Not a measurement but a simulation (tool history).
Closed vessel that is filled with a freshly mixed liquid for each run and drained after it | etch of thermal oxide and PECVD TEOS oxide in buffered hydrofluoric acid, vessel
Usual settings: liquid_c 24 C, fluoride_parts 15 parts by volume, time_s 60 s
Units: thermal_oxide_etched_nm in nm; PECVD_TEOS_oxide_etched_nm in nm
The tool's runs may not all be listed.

run    hour  liquid_c  fluoride_parts  time_s  read-back film thickness of the thermal oxide reference wafer, read on the same gauge (nm)  read-back film thickness of the PECVD TEOS oxide reference wafer, read on the same gauge (nm)  thermal_oxide_etched_nm  PECVD_TEOS_oxide_etched_nm
  1       0        24              15      60                                                                                       50.01                                                                                         100.01                    48.22                        93.3
  2   107.5        24              15      60                                                                                       50.03                                                                                            100                       48                       94.39
  3   145.6        24              13      60                                                                                       49.98                                                                                          99.97                    56.42                      108.41
  4   188.5        24              13      60                                                                                       50.02                                                                                          99.99                    55.74                      108.12
  5   228.7        24              15      70                                                                                       49.93                                                                                            100                    56.66                      109.19
  6   297.1      27.5              15      60                                                                                       49.99                                                                                          99.99                    58.22                      112.94
  7   381.5      27.5              15      60                                                                                          50                                                                                         100.01                    57.93                       112.2
      435.7  -- hydrofluoric acid flow meter replaced
  8   449.5      27.5              15      60                                                                                       50.01                                                                                            100                    64.27                      123.24
  9   499.4        24              15      85                                                                                       49.98                                                                                            100                    75.58                      145.28
 10     598        24              15      60                                                                                       49.96                                                                                            100                     53.4                      102.37
      598.1  -- gauge calibrated
 11   648.2        26              15      95                                                                                          50                                                                                         100.02                    92.95                      182.62
 12   698.9        24              15      60                                                                                       49.96                                                                                          99.99                    53.14                      100.96
      705.8  -- thermometer replaced
 13   763.2        24              15      60                                                                                       49.99                                                                                            100                    52.77                      101.48
 14   859.8      27.5              13      80                                                                                       50.03                                                                                         100.01                    97.73                      189.19
 15   922.4        28              15      85                                                                                       49.96                                                                                          99.99                    92.69                      176.97
 16     979      25.5            12.5      75                                                                                       50.05                                                                                         100.01                    85.45                      161.16
 17  1022.7      22.5              15      60                                                                                       50.04                                                                                         100.01                    48.08                       93.69
 18  1130.7        19             9.5      35                                                                                          50                                                                                            100                    35.98                       67.94

Forecast each of these 3 alternatives for the next run:
  A  1131.4        24              15      60                                                                                           ?                                                                                              ?                        ?                           ?
  B  1131.4        21              15      75                                                                                           ?                                                                                              ?                        ?                           ?
  C  1131.4        21            16.5      80                                                                                           ?                                                                                              ?                        ?                           ?

run  read-back film thickness of the thermal oxide reference wafer, read on the same gauge (nm)  read-back film thickness of the PECVD TEOS oxide reference wafer, read on the same gauge (nm)  thermal_oxide_etched_nm  PECVD_TEOS_oxide_etched_nm
  A                                                                                       50.03                                                                                         100.01                    52.33                      100.28
  B                                                                                       50.03                                                                                         100.01                    55.44                      106.23
  C                                                                                       50.03                                                                                         100.01                    53.83                      103.16
Without the tool's hidden state the same runs would have given:
run  thermal_oxide_etched_nm  PECVD_TEOS_oxide_etched_nm
  A                    53.97                      103.42
  B                    57.17                      109.56
  C                    55.52                      106.39

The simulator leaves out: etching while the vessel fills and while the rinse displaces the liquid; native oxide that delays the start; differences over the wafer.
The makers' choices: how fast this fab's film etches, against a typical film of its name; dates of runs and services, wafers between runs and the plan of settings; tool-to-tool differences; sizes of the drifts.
